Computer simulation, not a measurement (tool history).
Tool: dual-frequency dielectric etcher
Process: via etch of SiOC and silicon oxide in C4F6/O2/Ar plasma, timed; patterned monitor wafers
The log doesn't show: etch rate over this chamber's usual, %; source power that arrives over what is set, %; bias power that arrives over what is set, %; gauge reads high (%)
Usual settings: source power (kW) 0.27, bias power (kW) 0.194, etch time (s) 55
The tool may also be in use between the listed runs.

| run | hour | source power (kW) | bias power (kW) | etch time (s) | wafers since the last listed run | hours since the last wet clean | hours since the last source power generator calibration | hours since the last bias power generator calibration | hours since the last upper electrode change | hours since the gauge calibration | read-back reference wafer on the same gauge, depth_nm | mean etch depth across the wafer (Å) |
|---|---|---|---|---|---|---|---|---|---|---|---|---|
| 1 | 0 | 0.27 | 0.214 | 55 | 0 | 554.8 | 3011.3 | 3047.8 | 5696.5 | 104.1 | 55.5 | 570 |
| 2 | 6.2 | 0.27 | 0.214 | 55 | 47 | 561 | 3017.5 | 3054 | 5702.7 | 110.3 | 55.6 | 570 |
| 3 | 17.5 | 0.27 | 0.214 | 55 | 86 | 572.3 | 3028.8 | 3065.3 | 5714 | 121.6 | 55.6 | 569 |
| 4 | 35 | 0.27 | 0.194 | 43.5 | 134 | 589.8 | 3046.3 | 3082.8 | 5731.5 | 139.1 | 55.6 | 444 |
| 5 | 43.6 | 0.27 | 0.194 | 43.5 | 66 | 598.4 | 3054.9 | 3091.4 | 5740.1 | 147.7 | 55.6 | 442 |
| 6 | 55.4 | 0.27 | 0.194 | 43.5 | 90 | 610.2 | 3066.7 | 3103.2 | 5751.9 | 159.5 | 55.6 | 443 |
|  | 84 | gauge calibrated |
|  | 84.6 | wet clean of the chamber |
| 7 | 85.1 | 0.27 | 0.194 | 55 | 43 | 0.5 | 3096.4 | 3132.9 | 5781.6 | 1.1 | 55.6 | 532 |
|  | 90.6 | source power generator calibrated |
| 8 | 104.4 | 0.27 | 0.194 | 55 | 117 | 19.8 | 13.8 | 3152.2 | 5800.9 | 20.4 | 55.6 | 532 |
| 9 | 117.7 | 0.23 | 0.194 | 55 | 102 | 33.1 | 27.1 | 3165.5 | 5814.2 | 33.7 | 55.6 | 502 |
|  | 132.3 | bias power generator calibrated |
|  | 148.6 | upper electrode replaced |
| 10 | 149.1 | 0.27 | 0.21 | 66 | 85 | 64.5 | 58.5 | 16.8 | 0.5 | 65.1 | 55.6 | 650 |
| 11 | 149.4 | 0.27 | 0.194 | 55 | 2 | 64.8 | 58.8 | 17.1 | 0.8 | 65.4 | 55.6 | 534 |
| 12 | 149.8 | 0.27 | 0.24 | 64.5 | 3 | 65.2 | 59.2 | 17.5 | 1.2 | 65.8 | 55.6 | 655 |
| 13 | 153.2 | 0.33 | 0.194 | 39 | 26 | 68.6 | 62.6 | 20.9 | 4.6 | 69.2 | 55.6 | 411 |
| 14 | 162.3 | 0.27 | 0.194 | 45 | 70 | 77.7 | 71.7 | 30 | 13.7 | 78.3 | 55.6 | 439 |
| 15 | 178.5 | 0.27 | 0.233 | 62.5 | 124 | 93.9 | 87.9 | 46.2 | 29.9 | 94.5 | 55.5 | 635 |
| 16 | 187.6 | 0.27 | 0.178 | 66.5 | 70 | 103 | 97 | 55.3 | 39 | 103.6 | 55.6 | 641 |
| 17 | 198 | 0.27 | 0.194 | 49.5 | 80 | 113.4 | 107.4 | 65.7 | 49.4 | 114 | 55.6 | 483 |
| 18 | 205 | 0.27 | 0.194 | 55 | 53 | 120.4 | 114.4 | 72.7 | 56.4 | 121 | 55.6 | 543 |

3 ways to go on from here, each from the tool as it stands after run 18. What would each give?
| A | 205.4 | 0.2 | 0.194 | 55 | 3 | 120.8 | 114.8 | 73.1 | 56.8 | 121.4 | ? | ? |
| B | 205.4 | 0.3 | 0.194 | 55 | 3 | 120.8 | 114.8 | 73.1 | 56.8 | 121.4 | ? | ? |
| C | 205.4 | 0.24 | 0.194 | 55 | 3 | 120.8 | 114.8 | 73.1 | 56.8 | 121.4 | ? | ? |

| run | read-back reference wafer on the same gauge, depth_nm | mean etch depth across the wafer (Å) |
|---|---|---|
| A | 55.6 | 482 |
| B | 55.6 | 562 |
| C | 55.6 | 516 |
Without the tool's hidden state the same runs would have given:
| run | mean etch depth across the wafer (Å) |
|---|---|
| A | 475 |
| B | 554 |
| C | 509 |
